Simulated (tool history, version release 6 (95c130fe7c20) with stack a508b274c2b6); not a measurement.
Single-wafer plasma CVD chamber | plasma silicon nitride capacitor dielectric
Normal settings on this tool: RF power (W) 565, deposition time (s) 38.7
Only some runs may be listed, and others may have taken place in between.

| run | hour | RF power (W) | deposition time (s) | read-back reference wafer on the same gauge, thickness_nm | mean film thickness on the monitor wafer (nm) |
|---|---|---|---|---|---|
| 1 | 0.0 | 565 | 38.7 | 52.110 | 57.449 |
| 2 | 41.6 | 565 | 34.9 | 52.089 | 51.929 |
| 3 | 88.4 | 565 | 38.7 | 52.112 | 57.488 |
|  | 104.9 | gauge calibrated |
| 4 | 159.1 | 565 | 38.7 | 52.097 | 57.376 |
| 5 | 229.6 | 565 | 38.7 | 52.071 | 57.594 |
| 6 | 276.8 | 565 | 38.7 | 52.096 | 57.420 |
| 7 | 345.4 | 565 | 38.7 | 52.112 | 57.411 |
| 8 | 413.9 | 565 | 38.7 | 52.103 | 57.238 |
| 9 | 445.6 | 565 | 38.7 | 52.128 | 57.361 |
| 10 | 503.5 | 565 | 43.5 | 52.108 | 64.363 |
|  | 569.9 | showerhead replaced |
| 11 | 570.4 | 565 | 38.7 | 52.106 | 57.229 |
|  | 623.2 | gauge calibrated |
| 12 | 633.4 | 525 | 42.0 | 52.090 | 61.252 |
|  | 680.8 | RF generator calibrated |
| 13 | 681.3 | 515 | 31.2 | 52.093 | 46.076 |
| 14 | 735.6 | 465 | 46.4 | 52.083 | 67.340 |
| 15 | 776.4 | 605 | 43.7 | 52.091 | 66.093 |
| 16 | 814.8 | 635 | 41.4 | 52.112 | 62.979 |
| 17 | 871.9 | 460 | 36.4 | 52.120 | 52.842 |

What the log doesn't show, run by run:
gauge reads high (%): 0 across all the runs
H1: delivered RF power above the setpoint (%)
| run | H1 |
|---|---|
| 1 | -4.49 |
| 2 | -4.75 |
| 3 | -5.04 |
| 4 | -5.51 |
| 5 | -5.99 |
| 6 | -6.33 |
| 7 | -6.84 |
| 8 | -7.36 |
| 9 | -7.61 |
| 10 | -8.08 |
| 11 | -8.64 |
| 12 | -9.18 |
| 13 | -0.375 |
| 14 | -0.382 |
| 15 | -0.395 |
| 16 | -0.414 |
| 17 | -0.453 |
